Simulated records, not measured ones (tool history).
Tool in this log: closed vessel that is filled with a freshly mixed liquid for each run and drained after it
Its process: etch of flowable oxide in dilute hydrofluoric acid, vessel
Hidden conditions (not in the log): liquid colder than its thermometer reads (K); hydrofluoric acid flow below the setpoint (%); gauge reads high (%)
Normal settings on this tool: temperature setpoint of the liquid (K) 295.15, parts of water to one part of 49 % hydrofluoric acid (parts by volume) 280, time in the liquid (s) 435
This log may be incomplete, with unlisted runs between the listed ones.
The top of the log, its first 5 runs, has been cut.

| run | day | temperature setpoint of the liquid (K) | parts of water to one part of 49 % hydrofluoric acid (parts by volume) | time in the liquid (s) | wafers since the last listed run | hours since the thermometer was replaced | hours since the hydrofluoric acid flow meter was replaced | hours since the gauge calibration | read-back film thickness of the flowable oxide reference wafer, read on the same gauge (nm) | thickness taken off the flowable oxide on a monitor wafer (angstrom) |
|---|---|---|---|---|---|---|---|---|---|---|
| 6 | 2.479 | 295.15 | 280 | 435 | 1225 | 1334.6 | 1974.1 | 107.6 | 60.03 | 506.7 |
| 7 | 2.954 | 295.15 | 280 | 435 | 1075 | 1346 | 1985.5 | 119 | 59.97 | 513.1 |
| 8 | 4.921 | 295.15 | 280 | 435 | 4451 | 1393.2 | 2032.7 | 166.2 | 60.01 | 506.8 |
| 9 | 5.462 | 295.15 | 280 | 435 | 1225 | 1406.2 | 2045.7 | 179.2 | 60 | 512 |
| 10 | 5.829 | 295.15 | 280 | 435 | 829 | 1415 | 2054.5 | 188 | 60 | 505.6 |
| 11 | 6.45 | 295.15 | 280 | 435 | 1405 | 1429.9 | 2069.4 | 202.9 | 59.99 | 512.8 |
| 12 | 7.129 | 295.15 | 280 | 615 | 1537 | 1446.2 | 2085.7 | 219.2 | 59.94 | 725.1 |
| 13 | 7.817 | 295.15 | 205 | 435 | 1555 | 1462.7 | 2102.2 | 235.7 | 60 | 744.9 |
| 14 | 8.188 | 295.15 | 280 | 435 | 839 | 1471.6 | 2111.1 | 244.6 | 59.97 | 503.3 |
| 15 | 8.725 | 295.15 | 280 | 435 | 1216 | 1484.5 | 2124 | 257.5 | 60.03 | 514.5 |
| 16 | 9.054 | 295.15 | 280 | 435 | 744 | 1492.4 | 2131.9 | 265.4 | 59.98 | 508 |
| 17 | 9.712 | 291.15 | 160 | 435 | 1489 | 1508.2 | 2147.7 | 281.2 | 59.97 | 861.4 |
|  | 9.817 | thermometer replaced |
| 18 | 10.442 | 295.15 | 280 | 435 | 1555 | 15 | 2165.2 | 298.7 | 59.98 | 507.4 |
| 19 | 11 | 298.15 | 385 | 645 | 1263 | 28.4 | 2178.6 | 312.1 | 60.01 | 539 |
| 20 | 11.654 | 295.15 | 280 | 435 | 1480 | 44.1 | 2194.3 | 327.8 | 59.99 | 500.6 |
|  | 12.275 | hydrofluoric acid flow meter replaced |
|  | 13.088 | gauge calibrated |
| 21 | 13.829 | 291.15 | 340 | 215 | 4828 | 96.3 | 37.3 | 17.8 | 60.01 | 153.3 |
| 22 | 14.4 | 295.15 | 280 | 615 | 1291 | 110 | 51 | 31.5 | 59.97 | 651.6 |
|  | 14.688 | hydrofluoric acid flow meter replaced, repeated, since the last time left the tool worse |
| 23 | 14.708 | 292.65 | 280 | 435 | 603 | 117.4 | 0.5 | 38.9 | 60.04 | 518.5 |
| 24 | 15.112 | 295.15 | 345 | 435 | 914 | 127.1 | 10.2 | 48.6 | 60.01 | 432.2 |
| 25 | 15.404 | 295.15 | 280 | 435 | 660 | 134.1 | 17.2 | 55.6 | 59.99 | 567 |
| 26 | 16.062 | 291.65 | 280 | 350 | 1489 | 149.9 | 33 | 71.4 | 60.02 | 406.2 |
| 27 | 16.55 | 293.15 | 395 | 365 | 1103 | 161.6 | 44.7 | 83.1 | 60.02 | 280.7 |
| 28 | 17.154 | 299.65 | 280 | 595 | 1367 | 176.1 | 59.2 | 97.6 | 60 | 910.4 |
| 29 | 17.442 | 299.65 | 280 | 595 | 650 | 183 | 66.1 | 104.5 | 60.02 | 907.5 |
| 30 | 17.75 | 298.65 | 280 | 435 | 697 | 190.4 | 73.5 | 111.9 | 60.04 | 643.8 |

What if the next run were any one of these 5? Each begins from the tool's condition after run 30:
| A | 17.783 | 295.15 | 380 | 435 | 75 | 191.2 | 74.3 | 112.7 | ? | ? |
| B | 17.783 | 291.65 | 200 | 220 | 75 | 191.2 | 74.3 | 112.7 | ? | ? |
| C | 17.783 | 290.65 | 280 | 280 | 75 | 191.2 | 74.3 | 112.7 | ? | ? |
| D | 17.783 | 298.65 | 370 | 435 | 75 | 191.2 | 74.3 | 112.7 | ? | ? |
| E | 17.783 | 292.65 | 215 | 675 | 75 | 191.2 | 74.3 | 112.7 | ? | ? |

| run | read-back film thickness of the flowable oxide reference wafer, read on the same gauge (nm) | thickness taken off the flowable oxide on a monitor wafer (angstrom) |
|---|---|---|
| A | 59.98 | 385.1 |
| B | 59.98 | 383.5 |
| C | 59.98 | 312 |
| D | 59.98 | 448.6 |
| E | 59.98 | 1121.8 |
Take away the tool's hidden state, keep each run's random variation, and the runs would have read:
| run | thickness taken off the flowable oxide on a monitor wafer (angstrom) |
|---|---|
| A | 387.8 |
| B | 385.9 |
| C | 314.1 |
| D | 451.7 |
| E | 1128.9 |
